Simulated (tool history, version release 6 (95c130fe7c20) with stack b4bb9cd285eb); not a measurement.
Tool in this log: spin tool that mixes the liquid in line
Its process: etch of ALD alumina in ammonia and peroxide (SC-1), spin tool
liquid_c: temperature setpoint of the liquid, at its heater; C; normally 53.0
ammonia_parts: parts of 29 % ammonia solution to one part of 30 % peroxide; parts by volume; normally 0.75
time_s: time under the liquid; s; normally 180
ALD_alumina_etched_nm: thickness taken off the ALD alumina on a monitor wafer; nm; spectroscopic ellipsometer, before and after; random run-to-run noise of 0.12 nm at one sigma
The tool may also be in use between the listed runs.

| run | day | liquid_c | ammonia_parts | time_s | wafers since the last listed run | hours since the thermometer was replaced | hours since the ammonia flow meter was replaced | hours since the heated supply line was repaired | hours since the drum of ammonia solution was connected | hours since the gauge calibration | read-back film thickness of the ALD alumina reference wafer, read on the same gauge (nm) | ALD_alumina_etched_nm |
|---|---|---|---|---|---|---|---|---|---|---|---|---|
| 1 | 0.000 | 53.0 | 0.75 | 180 | 0 | 2601.1 | 506.7 | 3226.1 | 708.5 | 597.0 | 67.73 | 11.81 |
| 2 | 0.758 | 53.0 | 0.75 | 180 | 87 | 2619.3 | 524.9 | 3244.3 | 726.7 | 615.2 | 67.70 | 11.82 |
|  | 0.983 | thermometer replaced |
| 3 | 1.812 | 53.0 | 0.75 | 180 | 117 | 19.9 | 550.2 | 3269.6 | 752.0 | 640.5 | 67.68 | 11.85 |
| 4 | 2.388 | 57.5 | 0.50 | 180 | 66 | 33.7 | 564.0 | 3283.4 | 765.8 | 654.3 | 67.67 | 14.37 |
|  | 2.817 | heated supply line repaired |
| 5 | 3.392 | 46.5 | 0.75 | 280 | 111 | 57.8 | 588.1 | 13.8 | 789.9 | 678.4 | 67.69 | 12.83 |
| 6 | 4.504 | 57.5 | 0.90 | 80 | 129 | 84.5 | 614.8 | 40.5 | 816.6 | 705.1 | 67.69 | 6.93 |
| 7 | 5.429 | 46.5 | 1.00 | 105 | 107 | 106.7 | 637.0 | 62.7 | 838.8 | 727.3 | 67.63 | 4.91 |
|  | 5.879 | gauge calibrated |
| 8 | 6.288 | 62.5 | 0.55 | 120 | 99 | 127.3 | 657.6 | 83.3 | 859.4 | 9.8 | 69.77 | 12.73 |
| 9 | 7.438 | 53.0 | 0.50 | 70 | 133 | 154.9 | 685.2 | 110.9 | 887.0 | 37.4 | 69.61 | 4.48 |
| 10 | 8.358 | 53.0 | 0.75 | 180 | 106 | 177.0 | 707.3 | 133.0 | 909.1 | 59.5 | 69.45 | 11.94 |
| 11 | 9.262 | 61.0 | 0.75 | 90 | 104 | 198.7 | 729.0 | 154.7 | 930.8 | 81.2 | 69.24 | 9.20 |
|  | 9.454 | new drum of ammonia solution connected |
| 12 | 10.008 | 53.0 | 0.75 | 235 | 81 | 216.6 | 746.9 | 172.6 | 13.3 | 99.1 | 69.15 | 15.82 |
| 13 | 10.938 | 46.5 | 0.90 | 90 | 107 | 238.9 | 769.2 | 194.9 | 35.6 | 121.4 | 69.03 | 4.31 |
| 14 | 11.458 | 53.0 | 0.75 | 130 | 60 | 251.4 | 781.7 | 207.4 | 48.1 | 133.9 | 69.00 | 8.64 |
|  | 12.333 | ammonia flow meter replaced |
| 15 | 12.900 | 53.0 | 0.75 | 180 | 162 | 286.0 | 13.6 | 242.0 | 82.7 | 168.5 | 68.83 | 12.13 |
| 16 | 13.404 | 53.0 | 0.60 | 180 | 58 | 298.1 | 25.7 | 254.1 | 94.8 | 180.6 | 68.72 | 11.68 |
| 17 | 14.646 | 53.0 | 0.65 | 180 | 144 | 327.9 | 55.5 | 283.9 | 124.6 | 210.4 | 68.60 | 11.73 |
| 18 | 16.542 | 53.0 | 0.75 | 180 | 219 | 373.4 | 101.0 | 329.4 | 170.1 | 255.9 | 68.43 | 11.89 |
| 19 | 17.721 | 53.0 | 0.75 | 180 | 136 | 401.7 | 129.3 | 357.7 | 198.4 | 284.2 | 68.31 | 11.89 |
| 20 | 18.654 | 46.5 | 1.00 | 180 | 108 | 424.1 | 151.7 | 380.1 | 220.8 | 306.6 | 68.27 | 8.54 |
| 21 | 19.250 | 53.0 | 0.75 | 75 | 69 | 438.4 | 166.0 | 394.4 | 235.1 | 320.9 | 68.26 | 4.94 |
| 22 | 20.175 | 56.5 | 0.75 | 215 | 107 | 460.6 | 188.2 | 416.6 | 257.3 | 343.1 | 68.20 | 16.70 |
| 23 | 20.758 | 53.0 | 1.00 | 120 | 67 | 474.6 | 202.2 | 430.6 | 271.3 | 357.1 | 68.15 | 8.15 |
| 24 | 21.650 | 53.0 | 0.75 | 145 | 103 | 496.0 | 223.6 | 452.0 | 292.7 | 378.5 | 68.09 | 9.56 |
| 25 | 22.962 | 53.0 | 0.75 | 85 | 152 | 527.5 | 255.1 | 483.5 | 324.2 | 410.0 | 68.00 | 5.70 |

For each run, what was the tool's unlogged condition?
liquid hotter than its thermometer reads (K): 0 on each run
ammonia flow below the setpoint (%): 0 on each run
temperature lost on the way to the wafer (K): 0 on each run
ammonia solution weaker than its label (%): 0 on each run
H1: gauge reads high (%)
| run | H1 |
|---|---|
| 1 | -3.21 |
| 2 | -3.24 |
| 3 | -3.27 |
| 4 | -3.29 |
| 5 | -3.31 |
| 6 | -3.34 |
| 7 | -3.36 |
| 8 | -0.272 |
| 9 | -0.591 |
| 10 | -0.824 |
| 11 | -1.04 |
| 12 | -1.2 |
| 13 | -1.38 |
| 14 | -1.48 |
| 15 | -1.73 |
| 16 | -1.81 |
| 17 | -2 |
| 18 | -2.24 |
| 19 | -2.37 |
| 20 | -2.46 |
| 21 | -2.52 |
| 22 | -2.6 |
| 23 | -2.65 |
| 24 | -2.72 |
| 25 | -2.81 |
